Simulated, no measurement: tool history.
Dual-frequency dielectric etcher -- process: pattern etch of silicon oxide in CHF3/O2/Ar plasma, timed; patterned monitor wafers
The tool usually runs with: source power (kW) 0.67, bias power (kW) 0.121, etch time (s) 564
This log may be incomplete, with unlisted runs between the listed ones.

run,hour,source power (kW),bias power (kW),etch time (s),"read-back reference wafer on the same gauge, depth_nm",mean etch depth across the wafer (Å)
1,0,0.67,0.121,564,870.6,9927
2,46.8,0.67,0.121,564,869,9882
3,98.9,0.67,0.121,564,869.9,9821
4,145.8,0.67,0.121,564,869,9858
5,174.3,0.67,0.121,564,869.7,9804
6,207.1,0.67,0.121,564,870.9,9911
7,276.8,0.67,0.121,564,870.4,9881
8,339.6,0.67,0.121,564,869.7,9840
9,380,0.67,0.097,564,869.9,9001
# hour 451.7: wet clean of the chamber
10,452.2,0.67,0.121,564,869.8,9904
11,485.8,0.72,0.121,564,869.4,10138
12,534.1,0.72,0.121,564,871.3,10124
13,576.1,0.72,0.121,564,870.5,10209
14,624.1,0.67,0.121,564,869.9,9861

What does the tool deliver on the next run?
15,655.6,0.67,0.121,716,?,?

read-back reference wafer on the same gauge, depth_nm: 871.1
mean etch depth across the wafer (Å): 12506
With no hidden state in the tool, this same run would have given mean etch depth across the wafer (Å) 12506.
